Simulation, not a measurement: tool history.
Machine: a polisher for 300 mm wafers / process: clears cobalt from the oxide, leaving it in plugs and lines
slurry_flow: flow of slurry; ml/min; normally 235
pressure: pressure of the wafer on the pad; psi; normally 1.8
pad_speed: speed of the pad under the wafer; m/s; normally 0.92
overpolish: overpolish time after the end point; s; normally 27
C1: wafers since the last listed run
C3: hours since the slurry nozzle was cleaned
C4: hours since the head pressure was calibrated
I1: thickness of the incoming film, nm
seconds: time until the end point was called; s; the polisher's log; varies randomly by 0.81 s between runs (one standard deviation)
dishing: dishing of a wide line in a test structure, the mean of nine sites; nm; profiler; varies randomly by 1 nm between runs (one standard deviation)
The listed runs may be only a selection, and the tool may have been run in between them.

run 1 day=0.000 | slurry_flow=235 pressure=1.8 pad_speed=1.04 overpolish=27 | C1=0 wafers_polished_on_this_pad=2972 C3=271.6 C4=433.8 | I1=200.7 | seconds=42.0 dishing=72.6
run 2 day=1.625 | slurry_flow=235 pressure=1.8 pad_speed=0.92 overpolish=27 | C1=371 wafers_polished_on_this_pad=3344 C3=310.6 C4=472.8 | I1=198.6 | seconds=47.8 dishing=69.6
-- day=4.233 worn pad replaced by a new one
run 3 day=4.254 | slurry_flow=235 pressure=1.8 pad_speed=0.92 overpolish=27 | C1=562 wafers_polished_on_this_pad=4 C3=373.7 C4=535.9 | I1=200.6 | seconds=47.2 dishing=68.6
run 4 day=5.812 | slurry_flow=235 pressure=1.8 pad_speed=0.92 overpolish=27 | C1=356 wafers_polished_on_this_pad=360 C3=411.1 C4=573.3 | I1=200.9 | seconds=47.2 dishing=67.9
run 5 day=8.204 | slurry_flow=235 pressure=1.8 pad_speed=0.92 overpolish=27 | C1=546 wafers_polished_on_this_pad=907 C3=468.5 C4=630.7 | I1=197.3 | seconds=46.6 dishing=69.8
-- day=8.458 slurry nozzle cleaned
run 6 day=10.133 | slurry_flow=235 pressure=1.8 pad_speed=0.92 overpolish=27 | C1=431 wafers_polished_on_this_pad=1338 C3=40.2 C4=677.0 | I1=198.2 | seconds=48.5 dishing=69.5
-- day=11.838 head pressure recalibrated
run 7 day=12.312 | slurry_flow=235 pressure=1.8 pad_speed=0.92 overpolish=27 | C1=478 wafers_polished_on_this_pad=1817 C3=92.5 C4=11.4 | I1=196.8 | seconds=45.4 dishing=70.1
run 8 day=13.767 | slurry_flow=235 pressure=1.8 pad_speed=0.92 overpolish=35 | C1=332 wafers_polished_on_this_pad=2149 C3=127.4 C4=46.3 | I1=201.8 | seconds=48.2 dishing=76.4
run 9 day=16.196 | slurry_flow=200 pressure=1.8 pad_speed=0.92 overpolish=27 | C1=555 wafers_polished_on_this_pad=2704 C3=185.7 C4=104.6 | I1=196.8 | seconds=47.4 dishing=69.5
run 10 day=17.908 | slurry_flow=235 pressure=1.8 pad_speed=0.92 overpolish=27 | C1=391 wafers_polished_on_this_pad=3095 C3=226.8 C4=145.7 | I1=202.7 | seconds=47.2 dishing=68.5
run 11 day=19.179 | slurry_flow=235 pressure=1.8 pad_speed=0.92 overpolish=27 | C1=290 wafers_polished_on_this_pad=3386 C3=257.3 C4=176.2 | I1=197.0 | seconds=46.7 dishing=71.2
run 12 day=20.312 | slurry_flow=235 pressure=1.8 pad_speed=0.92 overpolish=27 | C1=258 wafers_polished_on_this_pad=3645 C3=284.5 C4=203.4 | I1=204.5 | seconds=49.6 dishing=68.9
run 13 day=22.879 | slurry_flow=315 pressure=1.3 pad_speed=1.00 overpolish=41 | C1=586 wafers_polished_on_this_pad=4231 C3=346.1 C4=265.0 | I1=199.6 | seconds=56.8 dishing=75.7
-- day=23.771 worn pad replaced by a new one
run 14 day=27.971 | slurry_flow=235 pressure=1.8 pad_speed=0.92 overpolish=27 | C1=1125 wafers_polished_on_this_pad=959 C3=468.3 C4=387.2 | I1=198.6 | seconds=46.7 dishing=69.0
-- day=28.438 slurry nozzle cleaned
run 15 day=29.079 | slurry_flow=300 pressure=1.5 pad_speed=0.62 overpolish=39 | C1=243 wafers_polished_on_this_pad=1202 C3=15.4 C4=413.8 | I1=198.8 | seconds=74.1 dishing=67.9
run 16 day=30.967 | slurry_flow=235 pressure=2.2 pad_speed=0.92 overpolish=27 | C1=431 wafers_polished_on_this_pad=1634 C3=60.7 C4=459.1 | I1=201.2 | seconds=40.7 dishing=74.3
run 17 day=33.188 | slurry_flow=235 pressure=1.8 pad_speed=0.92 overpolish=27 | C1=507 wafers_polished_on_this_pad=2141 C3=114.0 C4=512.4 | I1=197.4 | seconds=46.1 dishing=69.2
run 18 day=35.004 | slurry_flow=235 pressure=1.3 pad_speed=0.92 overpolish=27 | C1=415 wafers_polished_on_this_pad=2556 C3=157.6 C4=556.0 | I1=197.6 | seconds=61.1 dishing=61.8
run 19 day=37.554 | slurry_flow=300 pressure=2.2 pad_speed=0.74 overpolish=42 | C1=582 wafers_polished_on_this_pad=3139 C3=218.8 C4=617.2 | I1=197.7 | seconds=46.3 dishing=82.4
-- day=39.967 worn pad replaced by a new one
run 20 day=44.471 | slurry_flow=235 pressure=1.8 pad_speed=0.82 overpolish=27 | C1=1542 wafers_polished_on_this_pad=1028 C3=384.8 C4=783.2 | I1=204.2 | seconds=53.0 dishing=65.9
run 21 day=46.329 | slurry_flow=235 pressure=2.0 pad_speed=0.92 overpolish=27 | C1=424 wafers_polished_on_this_pad=1453 C3=429.4 C4=827.8 | I1=202.8 | seconds=42.8 dishing=72.7
-- day=47.412 slurry nozzle cleaned
run 22 day=47.438 | slurry_flow=310 pressure=1.8 pad_speed=0.60 overpolish=27 | C1=243 wafers_polished_on_this_pad=1697 C3=0.6 C4=854.4 | I1=204.2 | seconds=66.4 dishing=61.1
-- day=47.604 head pressure recalibrated
run 23 day=48.442 | slurry_flow=235 pressure=1.4 pad_speed=0.92 overpolish=27 | C1=210 wafers_polished_on_this_pad=1907 C3=24.7 C4=20.1 | I1=198.6 | seconds=56.7 dishing=62.4
run 24 day=50.392 | slurry_flow=315 pressure=1.3 pad_speed=1.00 overpolish=41 | C1=445 wafers_polished_on_this_pad=2352 C3=71.5 C4=66.9 | I1=197.9 | seconds=56.7 dishing=74.0
run 25 day=52.608 | slurry_flow=285 pressure=1.8 pad_speed=0.92 overpolish=27 | C1=506 wafers_polished_on_this_pad=2859 C3=124.7 C4=120.1 | I1=201.4 | seconds=47.2 dishing=69.6
run 26 day=53.629 | slurry_flow=295 pressure=1.3 pad_speed=0.92 overpolish=27 | C1=233 wafers_polished_on_this_pad=3092 C3=149.2 C4=144.6 | I1=198.1 | seconds=60.4 dishing=61.1
run 27 day=54.946 | slurry_flow=235 pressure=1.8 pad_speed=0.92 overpolish=27 | C1=300 wafers_polished_on_this_pad=3393 C3=180.8 C4=176.2 | I1=196.0 | seconds=45.2 dishing=69.8
run 28 day=56.512 | slurry_flow=235 pressure=1.8 pad_speed=0.92 overpolish=27 | C1=357 wafers_polished_on_this_pad=3751 C3=218.4 C4=213.8 | I1=199.0 | seconds=47.3 dishing=68.1
run 29 day=58.717 | slurry_flow=205 pressure=2.0 pad_speed=0.70 overpolish=39 | C1=503 wafers_polished_on_this_pad=4255 C3=271.3 C4=266.7 | I1=197.3 | seconds=53.2 dishing=76.2
-- day=59.171 worn pad replaced by a new one
run 30 day=65.250 | slurry_flow=155 pressure=1.8 pad_speed=0.92 overpolish=17 | C1=1454 wafers_polished_on_this_pad=1388 C3=428.1 C4=423.5 | I1=201.5 | seconds=48.6 dishing=53.9
-- day=65.733 slurry nozzle cleaned
run 31 day=66.538 | slurry_flow=170 pressure=1.8 pad_speed=0.66 overpolish=27 | C1=284 wafers_polished_on_this_pad=1673 C3=19.3 C4=454.4 | I1=200.3 | seconds=64.3 dishing=59.9
run 32 day=68.908 | slurry_flow=235 pressure=1.4 pad_speed=0.92 overpolish=41 | C1=541 wafers_polished_on_this_pad=2214 C3=76.2 C4=511.3 | I1=197.9 | seconds=58.3 dishing=75.2
run 33 day=70.646 | slurry_flow=215 pressure=1.8 pad_speed=0.92 overpolish=27 | C1=396 wafers_polished_on_this_pad=2611 C3=117.9 C4=553.0 | I1=199.8 | seconds=48.4 dishing=68.8

Entry by entry between the runs, the difference in hidden state between the last listed run before and the first listed run after:
Runs 2 to 3: worn pad replaced by a new one (day 4.233)
  no hidden state differs between the two runs
Runs 5 to 6: slurry nozzle cleaned (day 8.458)
  no hidden state differs between the two runs
Runs 6 to 7: head pressure recalibrated (day 11.838)
  no hidden state differs between the two runs
Runs 13 to 14: worn pad replaced by a new one (day 23.771)
  no hidden state differs between the two runs
Runs 14 to 15: slurry nozzle cleaned (day 28.438)
  no hidden state differs between the two runs
Runs 19 to 20: worn pad replaced by a new one (day 39.967)
  no hidden state differs between the two runs
Runs 21 to 22: slurry nozzle cleaned (day 47.412)
  no hidden state differs between the two runs
Runs 22 to 23: head pressure recalibrated (day 47.604)
  no hidden state differs between the two runs
Runs 29 to 30: worn pad replaced by a new one (day 59.171)
  no hidden state differs between the two runs
Runs 30 to 31: slurry nozzle cleaned (day 65.733)
  no hidden state differs between the two runs
